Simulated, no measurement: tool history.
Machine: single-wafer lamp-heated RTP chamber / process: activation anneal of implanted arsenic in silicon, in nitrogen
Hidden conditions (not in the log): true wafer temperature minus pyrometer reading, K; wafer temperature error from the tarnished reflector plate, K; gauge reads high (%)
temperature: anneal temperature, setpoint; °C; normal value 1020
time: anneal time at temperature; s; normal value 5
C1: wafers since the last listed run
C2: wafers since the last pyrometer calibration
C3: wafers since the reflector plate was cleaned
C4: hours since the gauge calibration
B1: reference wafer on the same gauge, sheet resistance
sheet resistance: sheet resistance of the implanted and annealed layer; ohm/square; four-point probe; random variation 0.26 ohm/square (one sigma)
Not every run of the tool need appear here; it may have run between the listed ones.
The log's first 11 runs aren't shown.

Run 12, hour 268.5: usual settings; C1 372; C2 2248; C3 7338; C4 301.3; B1 147.04. Result: sheet resistance 169.58 ohm/square.
Run 13, hour 295.5: usual settings; C1 399; C2 2648; C3 7737; C4 328.3; B1 147.02. Result: sheet resistance 169.94 ohm/square.
Run 14, hour 323.4: usual settings; C1 412; C2 3061; C3 8150; C4 356.2; B1 146.99. Result: sheet resistance 169.64 ohm/square.
Run 15, hour 341.1: usual settings but temperature 1007 °C, time 6 s; C1 261; C2 3322; C3 8412; C4 373.9; B1 147.01. Result: sheet resistance 169.66 ohm/square.
Run 16, hour 366.9: usual settings but temperature 1007 °C, time 6 s; C1 381; C2 3704; C3 8793; C4 399.7; B1 146.98. Result: sheet resistance 170.18 ohm/square.
Run 17, hour 393.3: usual settings; C1 390; C2 4094; C3 9184; C4 426.1; B1 147.03. Result: sheet resistance 169.68 ohm/square.
At hour 404.3: pyrometer window cleaned and pyrometer calibrated.
Run 18, hour 420.9: usual settings but temperature 1042 °C, time 3 s; C1 289; C2 246; C3 9474; C4 453.7; B1 146.97. Result: sheet resistance 170.23 ohm/square.
At hour 429.3: reflector plate cleaned.
Run 19, hour 440.1: usual settings; C1 165; C2 411; C3 160; C4 472.9; B1 147.02. Result: sheet resistance 170.44 ohm/square.
Run 20, hour 459.3: usual settings but time 8 s; C1 283; C2 695; C3 444; C4 492.1; B1 147.00. Result: sheet resistance 168.56 ohm/square.
Run 21, hour 491.0: usual settings but time 3 s; C1 468; C2 1164; C3 912; C4 523.8; B1 147.00. Result: sheet resistance 172.34 ohm/square.
Run 22, hour 525.5: usual settings but temperature 1031 °C, time 8 s; C1 510; C2 1675; C3 1423; C4 558.3; B1 146.98. Result: sheet resistance 166.51 ohm/square.
Run 23, hour 550.0: usual settings but temperature 1046 °C; C1 362; C2 2037; C3 1785; C4 582.8; B1 147.00. Result: sheet resistance 167.02 ohm/square.
Run 24, hour 612.6: usual settings; C1 925; C2 2963; C3 2711; C4 645.4; B1 147.02. Result: sheet resistance 169.80 ohm/square.
At hour 613.6: gauge calibrated.
Run 25, hour 633.3: usual settings but temperature 1010 °C, time 4 s; C1 306; C2 3269; C3 3017; C4 19.7; B1 147.04. Result: sheet resistance 170.96 ohm/square.
Run 26, hour 651.3: usual settings; C1 266; C2 3535; C3 3284; C4 37.7; B1 147.02. Result: sheet resistance 169.52 ohm/square.
Run 27, hour 677.6: usual settings but temperature 1029 °C, time 8 s; C1 389; C2 3924; C3 3673; C4 64.0; B1 147.01. Result: sheet resistance 166.76 ohm/square.
Run 28, hour 700.4: usual settings but time 7 s; C1 337; C2 4262; C3 4010; C4 86.8; B1 146.99. Result: sheet resistance 167.78 ohm/square.
At hour 724.3: pyrometer window cleaned and pyrometer calibrated.
Run 29, hour 724.8: usual settings but temperature 1029 °C, time 6 s; C1 242; C2 6; C3 4252; C4 111.2; B1 146.98. Result: sheet resistance 169.25 ohm/square.
Run 30, hour 753.1: usual settings; C1 418; C2 425; C3 4671; C4 139.5; B1 147.04. Result: sheet resistance 169.88 ohm/square.
Run 31, hour 777.3: usual settings but time 6 s; C1 357; C2 783; C3 5029; C4 163.7; B1 146.98. Result: sheet resistance 169.79 ohm/square.
Run 32, hour 818.9: usual settings; C1 615; C2 1398; C3 5644; C4 205.3; B1 146.95. Result: sheet resistance 169.83 ohm/square.
Run 33, hour 850.7: usual settings but temperature 1046 °C, time 8 s; C1 470; C2 1869; C3 6115; C4 237.1; B1 146.99. Result: sheet resistance 166.24 ohm/square.
Run 34, hour 878.2: usual settings but temperature 1036 °C, time 8 s; C1 406; C2 2275; C3 6521; C4 264.6; B1 146.99. Result: sheet resistance 166.13 ohm/square.

Predict each of these 5 candidate next runs independently; none follows another, all start after run 34:
Run A, hour 878.6: usual settings but temperature 1010 °C; C1 5; C2 2281; C3 6527; C4 265.0; B1 ?. Result: sheet resistance ?.
Run B, hour 878.6: usual settings but temperature 1009 °C, time 3 s; C1 5; C2 2281; C3 6527; C4 265.0; B1 ?. Result: sheet resistance ?.
Run C, hour 878.6: usual settings but temperature 1033 °C, time 3 s; C1 5; C2 2281; C3 6527; C4 265.0; B1 ?. Result: sheet resistance ?.
Run D, hour 878.6: usual settings but temperature 997 °C, time 4 s; C1 5; C2 2281; C3 6527; C4 265.0; B1 ?. Result: sheet resistance ?.
Run E, hour 878.6: usual settings but temperature 1010 °C, time 7 s; C1 5; C2 2281; C3 6527; C4 265.0; B1 ?. Result: sheet resistance ?.

run      B1  sheet resistance
  A  147.02            170.91
  B  147.02            172.85
  C  147.02            170.96
  D  147.02            172.65
  E  147.02            169.55
Take away the tool's hidden state, keep each run's random variation, and the runs would have read:
run  sheet resistance
  A            171.53
  B            173.30
  C            171.64
  D            173.07
  E            170.24
